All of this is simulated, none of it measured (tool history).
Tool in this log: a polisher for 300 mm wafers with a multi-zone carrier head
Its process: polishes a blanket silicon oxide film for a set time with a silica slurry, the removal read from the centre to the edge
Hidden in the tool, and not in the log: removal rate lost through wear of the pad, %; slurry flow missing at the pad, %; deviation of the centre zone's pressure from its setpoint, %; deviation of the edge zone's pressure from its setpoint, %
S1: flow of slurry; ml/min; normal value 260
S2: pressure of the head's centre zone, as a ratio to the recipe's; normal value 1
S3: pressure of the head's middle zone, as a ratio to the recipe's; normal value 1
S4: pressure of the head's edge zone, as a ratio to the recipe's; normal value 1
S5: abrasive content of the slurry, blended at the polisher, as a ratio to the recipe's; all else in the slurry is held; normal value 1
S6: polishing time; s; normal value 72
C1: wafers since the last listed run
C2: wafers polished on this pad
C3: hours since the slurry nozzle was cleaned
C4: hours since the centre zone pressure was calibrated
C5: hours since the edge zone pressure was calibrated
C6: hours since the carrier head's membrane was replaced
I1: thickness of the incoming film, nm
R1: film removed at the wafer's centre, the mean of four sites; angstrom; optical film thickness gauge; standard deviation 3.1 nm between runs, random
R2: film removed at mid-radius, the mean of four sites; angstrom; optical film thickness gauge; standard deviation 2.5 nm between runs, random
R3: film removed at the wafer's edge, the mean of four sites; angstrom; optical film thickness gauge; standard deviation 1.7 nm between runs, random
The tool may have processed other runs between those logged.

run,hour,S1,S2,S3,S4,S5,S6,C1,C2,C3,C4,C5,C6,I1,R1,R2,R3
1,0,260,1,1,1,1,72,0,16,247.5,279.3,40.5,1014.4,1369.8,2158,2022,2125
2,65.3,260,1,1,1,1,72,783,800,312.8,344.6,105.8,1079.7,1401.3,2095,2065,2131
# hour 98.2: slurry nozzle cleaned
# hour 121.6: centre zone pressure recalibrated
3,122.1,260,1,1,1,1,72,645,1446,23.9,0.5,162.6,1136.5,1380.7,2183,2043,2133
4,170.4,260,1,1,1,1,72,579,2026,72.2,48.8,210.9,1184.8,1369.5,2084,2081,2126
# hour 233: worn pad replaced by a new one
5,234.3,260,1,1,1,1,72,719,15,136.1,112.7,274.8,1248.7,1391.1,2067,2100,2112
6,315.3,260,1,1,1,1,72,972,987,217.1,193.7,355.8,1329.7,1375.8,2179,2100,2129
7,391.1,260,1,1,1,1,72,909,1897,292.9,269.5,431.6,1405.5,1399.8,2094,2085,2118
# hour 446.1: slurry nozzle cleaned
# hour 472.2: centre zone pressure recalibrated
8,486.9,295,1,1,1,1,80,1114,3011,40.8,14.7,527.4,1501.3,1380.8,2446,2316,2376
# hour 497.6: worn pad replaced by a new one
# hour 506.4: edge zone pressure recalibrated
9,533.6,295,1,1,1,1,80,488,408,87.5,61.4,27.2,1548,1376.4,2401,2269,2391
# hour 572.7: carrier head's membrane replaced by a new one
10,619.3,260,1,1,1,1,72,968,1376,173.2,147.1,112.9,46.6,1369.6,2135,2106,2095
11,672.4,180,1,0.9,1,1.25,79,637,2014,226.3,200.2,166,99.7,1388,2409,2194,2555
# hour 712.9: worn pad replaced by a new one
12,719.3,260,0.95,1,1.05,1,72,515,76,273.2,247.1,212.9,146.6,1402.9,2006,2059,2154
# hour 765.7: slurry nozzle cleaned
13,793.1,260,1,1,1,1,72,873,950,27.4,320.9,286.7,220.4,1392.9,2072,2073,2104
# hour 822.3: centre zone pressure recalibrated
14,860.9,260,1,1,1,1,72,789,1740,95.2,38.6,354.5,288.2,1398.9,2159,2075,2104
15,901,285,1,1,0.93,1.3,72,481,2221,135.3,78.7,394.6,328.3,1396.6,2439,2370,2330
# hour 964.1: worn pad replaced by a new one
16,969.9,260,1,1,1,1,72,779,69,204.2,147.6,463.5,397.2,1390.8,2149,2075,2111
17,1015.6,260,1,1,1,1,94,548,618,249.9,193.3,509.2,442.9,1400.6,2779,2691,2755
# hour 1066.8: slurry nozzle cleaned
18,1069.6,330,1,1,1,1,72,636,1254,2.8,247.3,563.2,496.9,1405.7,2139,2127,2167
# hour 1084.6: edge zone pressure recalibrated
19,1161.8,235,1,1,1,1.15,72,1082,2337,95,339.5,77.2,589.1,1385.7,2183,2167,2249
# hour 1195.2: centre zone pressure recalibrated
20,1198,215,1,1.11,1,0.8,72,410,2747,131.2,2.8,113.4,625.3,1365.5,1788,1967,1836
# hour 1221.9: worn pad replaced by a new one
21,1266.4,215,0.9,1,1.11,1,72,773,533,199.6,71.2,181.8,693.7,1392.2,1910,2018,2183

Alternative continuations, all from the tool just after run 21; predict every row:
A,1266.8,260,1,1,1,1,56,4,538,200,71.6,182.2,694.1,1398.6,?,?,?
B,1266.8,260,0.9,1,1,1,72,4,538,200,71.6,182.2,694.1,1398.6,?,?,?
C,1266.8,215,0.88,1,1,0.75,59,4,538,200,71.6,182.2,694.1,1398.6,?,?,?

run,R1,R2,R3
A,1632,1593,1666
B,1901,2049,2142
C,1247,1376,1447
The same runs, with their run-to-run variation unchanged, on a tool lacking any hidden condition would have given:
run,R1,R2,R3
A,1632,1593,1666
B,1901,2049,2142
C,1247,1376,1447

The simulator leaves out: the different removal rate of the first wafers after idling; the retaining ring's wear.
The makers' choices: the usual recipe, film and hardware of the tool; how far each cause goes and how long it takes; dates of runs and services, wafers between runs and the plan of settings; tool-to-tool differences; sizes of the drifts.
